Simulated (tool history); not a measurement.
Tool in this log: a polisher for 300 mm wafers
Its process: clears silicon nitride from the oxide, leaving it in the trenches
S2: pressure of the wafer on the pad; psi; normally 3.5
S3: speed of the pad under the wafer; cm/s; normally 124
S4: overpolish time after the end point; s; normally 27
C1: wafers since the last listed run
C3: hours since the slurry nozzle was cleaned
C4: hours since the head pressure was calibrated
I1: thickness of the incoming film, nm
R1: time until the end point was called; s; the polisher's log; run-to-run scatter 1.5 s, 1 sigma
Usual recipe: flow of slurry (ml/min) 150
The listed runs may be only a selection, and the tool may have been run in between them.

{"run": 1, "hour": 0.0, "flow of slurry (ml/min)": 150, "S2": 3.5, "S3": 124, "S4": 22, "C1": 0, "wafers polished on this pad": 867, "C3": 99.6, "C4": 1018.7, "I1": 116, "R1": 98.5}
{"run": 2, "hour": 7.4, "flow of slurry (ml/min)": 150, "S2": 3.5, "S3": 124, "S4": 22, "C1": 64, "wafers polished on this pad": 931, "C3": 107, "C4": 1026.1, "I1": 115.2, "R1": 104.6}
{"run": 3, "hour": 18.4, "flow of slurry (ml/min)": 150, "S2": 4.2, "S3": 124, "S4": 27, "C1": 95, "wafers polished on this pad": 1026, "C3": 118, "C4": 1037.1, "I1": 114.2, "R1": 84.7}
{"hour": 30.6, "done": "worn pad replaced by a new one"}
{"run": 4, "hour": 31.1, "flow of slurry (ml/min)": 150, "S2": 4.2, "S3": 124, "S4": 27, "C1": 75, "wafers polished on this pad": 4, "C3": 130.7, "C4": 1049.8, "I1": 116.6, "R1": 81.6}
{"run": 5, "hour": 36.3, "flow of slurry (ml/min)": 150, "S2": 4.2, "S3": 124, "S4": 27, "C1": 45, "wafers polished on this pad": 49, "C3": 135.9, "C4": 1055, "I1": 115.9, "R1": 78.2}
{"run": 6, "hour": 44.0, "flow of slurry (ml/min)": 150, "S2": 3.9, "S3": 124, "S4": 27, "C1": 66, "wafers polished on this pad": 115, "C3": 143.6, "C4": 1062.7, "I1": 115.6, "R1": 86.1}
{"run": 7, "hour": 52.3, "flow of slurry (ml/min)": 150, "S2": 3.9, "S3": 124, "S4": 27, "C1": 71, "wafers polished on this pad": 187, "C3": 151.9, "C4": 1071, "I1": 115, "R1": 85.1}
{"run": 8, "hour": 62.2, "flow of slurry (ml/min)": 170, "S2": 3.5, "S3": 124, "S4": 27, "C1": 85, "wafers polished on this pad": 273, "C3": 161.8, "C4": 1080.9, "I1": 113.4, "R1": 93.7}
{"run": 9, "hour": 75.7, "flow of slurry (ml/min)": 170, "S2": 3.5, "S3": 124, "S4": 27, "C1": 116, "wafers polished on this pad": 390, "C3": 175.3, "C4": 1094.4, "I1": 116.3, "R1": 97.3}
{"run": 10, "hour": 89.5, "flow of slurry (ml/min)": 150, "S2": 3.5, "S3": 102, "S4": 27, "C1": 119, "wafers polished on this pad": 509, "C3": 189.1, "C4": 1108.2, "I1": 114.3, "R1": 107.4}
{"run": 11, "hour": 100.6, "flow of slurry (ml/min)": 190, "S2": 3.5, "S3": 124, "S4": 27, "C1": 96, "wafers polished on this pad": 605, "C3": 200.2, "C4": 1119.3, "I1": 115.5, "R1": 96.7}
{"run": 12, "hour": 107.0, "flow of slurry (ml/min)": 190, "S2": 3.5, "S3": 124, "S4": 27, "C1": 55, "wafers polished on this pad": 661, "C3": 206.6, "C4": 1125.7, "I1": 116, "R1": 98.6}
{"run": 13, "hour": 117.3, "flow of slurry (ml/min)": 190, "S2": 3.5, "S3": 124, "S4": 27, "C1": 89, "wafers polished on this pad": 750, "C3": 216.9, "C4": 1136, "I1": 114.7, "R1": 96.1}
{"run": 14, "hour": 130.4, "flow of slurry (ml/min)": 185, "S2": 3.1, "S3": 124, "S4": 27, "C1": 113, "wafers polished on this pad": 863, "C3": 230, "C4": 1149.1, "I1": 114.7, "R1": 110.8}
{"run": 15, "hour": 139.2, "flow of slurry (ml/min)": 185, "S2": 3.1, "S3": 124, "S4": 27, "C1": 76, "wafers polished on this pad": 939, "C3": 238.8, "C4": 1157.9, "I1": 112.5, "R1": 113.1}
{"run": 16, "hour": 157.1, "flow of slurry (ml/min)": 185, "S2": 3.1, "S3": 124, "S4": 27, "C1": 154, "wafers polished on this pad": 1094, "C3": 256.7, "C4": 1175.8, "I1": 116.1, "R1": 117.7}
{"hour": 165.0, "done": "worn pad replaced by a new one"}
{"run": 17, "hour": 165.5, "flow of slurry (ml/min)": 150, "S2": 4.2, "S3": 156, "S4": 27, "C1": 38, "wafers polished on this pad": 4, "C3": 265.1, "C4": 1184.2, "I1": 113.4, "R1": 66.1}
{"run": 18, "hour": 178.9, "flow of slurry (ml/min)": 150, "S2": 3.8, "S3": 156, "S4": 27, "C1": 115, "wafers polished on this pad": 120, "C3": 278.5, "C4": 1197.6, "I1": 116.2, "R1": 76}
{"run": 19, "hour": 193.6, "flow of slurry (ml/min)": 130, "S2": 4, "S3": 124, "S4": 13, "C1": 127, "wafers polished on this pad": 247, "C3": 293.2, "C4": 1212.3, "I1": 115.3, "R1": 87.3}
{"run": 20, "hour": 208.7, "flow of slurry (ml/min)": 195, "S2": 4.3, "S3": 162, "S4": 17, "C1": 130, "wafers polished on this pad": 378, "C3": 308.3, "C4": 1227.4, "I1": 115.7, "R1": 64.9}
{"run": 21, "hour": 214.7, "flow of slurry (ml/min)": 150, "S2": 3.9, "S3": 124, "S4": 27, "C1": 51, "wafers polished on this pad": 430, "C3": 314.3, "C4": 1233.4, "I1": 113.8, "R1": 85.5}
{"run": 22, "hour": 226.4, "flow of slurry (ml/min)": 110, "S2": 3.2, "S3": 88, "S4": 13, "C1": 101, "wafers polished on this pad": 531, "C3": 326, "C4": 1245.1, "I1": 116, "R1": 139.5}
{"hour": 267.8, "done": "slurry nozzle cleaned"}
{"hour": 268.9, "done": "head pressure recalibrated"}
{"run": 23, "hour": 278.2, "flow of slurry (ml/min)": 150, "S2": 4.3, "S3": 124, "S4": 27, "C1": 430, "wafers polished on this pad": 961, "C3": 10.4, "C4": 9.3, "I1": 112.7, "R1": 82.6}
{"run": 24, "hour": 284.9, "flow of slurry (ml/min)": 170, "S2": 3.5, "S3": 92, "S4": 27, "C1": 57, "wafers polished on this pad": 1019, "C3": 17.1, "C4": 16, "I1": 114, "R1": 119.7}
{"run": 25, "hour": 292.6, "flow of slurry (ml/min)": 110, "S2": 3.5, "S3": 124, "S4": 37, "C1": 66, "wafers polished on this pad": 1086, "C3": 24.8, "C4": 23.7, "I1": 115.1, "R1": 111.8}
{"run": 26, "hour": 302.5, "flow of slurry (ml/min)": 150, "S2": 3.5, "S3": 92, "S4": 27, "C1": 85, "wafers polished on this pad": 1172, "C3": 34.7, "C4": 33.6, "I1": 115.1, "R1": 128.6}
{"hour": 307.1, "done": "worn pad replaced by a new one"}
{"run": 27, "hour": 321.4, "flow of slurry (ml/min)": 130, "S2": 4.3, "S3": 156, "S4": 41, "C1": 128, "wafers polished on this pad": 124, "C3": 53.6, "C4": 52.5, "I1": 114.8, "R1": 69.4}
{"run": 28, "hour": 327.8, "flow of slurry (ml/min)": 150, "S2": 3.5, "S3": 124, "S4": 27, "C1": 55, "wafers polished on this pad": 179, "C3": 60, "C4": 58.9, "I1": 114.3, "R1": 95.7}
{"run": 29, "hour": 343.6, "flow of slurry (ml/min)": 135, "S2": 4.4, "S3": 156, "S4": 27, "C1": 136, "wafers polished on this pad": 316, "C3": 75.8, "C4": 74.7, "I1": 114, "R1": 64.1}
{"run": 30, "hour": 361.5, "flow of slurry (ml/min)": 110, "S2": 3.5, "S3": 124, "S4": 13, "C1": 154, "wafers polished on this pad": 471, "C3": 93.7, "C4": 92.6, "I1": 116.6, "R1": 105.1}
{"run": 31, "hour": 372.8, "flow of slurry (ml/min)": 120, "S2": 4.1, "S3": 96, "S4": 35, "C1": 97, "wafers polished on this pad": 568, "C3": 105, "C4": 103.9, "I1": 113.2, "R1": 99.4}
{"run": 32, "hour": 420.3, "flow of slurry (ml/min)": 150, "S2": 3, "S3": 124, "S4": 34, "C1": 411, "wafers polished on this pad": 980, "C3": 152.5, "C4": 151.4, "I1": 113.8, "R1": 120.3}
{"run": 33, "hour": 433.6, "flow of slurry (ml/min)": 150, "S2": 3.5, "S3": 124, "S4": 27, "C1": 115, "wafers polished on this pad": 1095, "C3": 165.8, "C4": 164.7, "I1": 114.4, "R1": 107.2}

Give the tool's hidden conditions for every run:
slurry flow missing at the pad, %: 0 in every run
deviation of the head's pressure from its setpoint, %: 0 in every run
H1: removal rate lost through wear of the pad, %
run=1 H1=7.11
run=2 H1=8.13
run=3 H1=9.78
run=4 H1=1.69
run=5 H1=1.72
run=6 H1=1.81
run=7 H1=2
run=8 H1=2.35
run=9 H1=3.03
run=10 H1=3.97
run=11 H1=4.91
run=12 H1=5.53
run=13 H1=6.63
run=14 H1=8.24
run=15 H1=9.44
run=16 H1=12.2
run=17 H1=1.9
run=18 H1=2.03
run=19 H1=2.44
run=20 H1=3.16
run=21 H1=3.53
run=22 H1=4.38
run=23 H1=10.3
run=24 H1=11.4
run=25 H1=12.6
run=26 H1=14.3
run=27 H1=2.45
run=28 H1=2.6
run=29 H1=3.2
run=30 H1=4.27
run=31 H1=5.16
run=32 H1=10.7
run=33 H1=12.8

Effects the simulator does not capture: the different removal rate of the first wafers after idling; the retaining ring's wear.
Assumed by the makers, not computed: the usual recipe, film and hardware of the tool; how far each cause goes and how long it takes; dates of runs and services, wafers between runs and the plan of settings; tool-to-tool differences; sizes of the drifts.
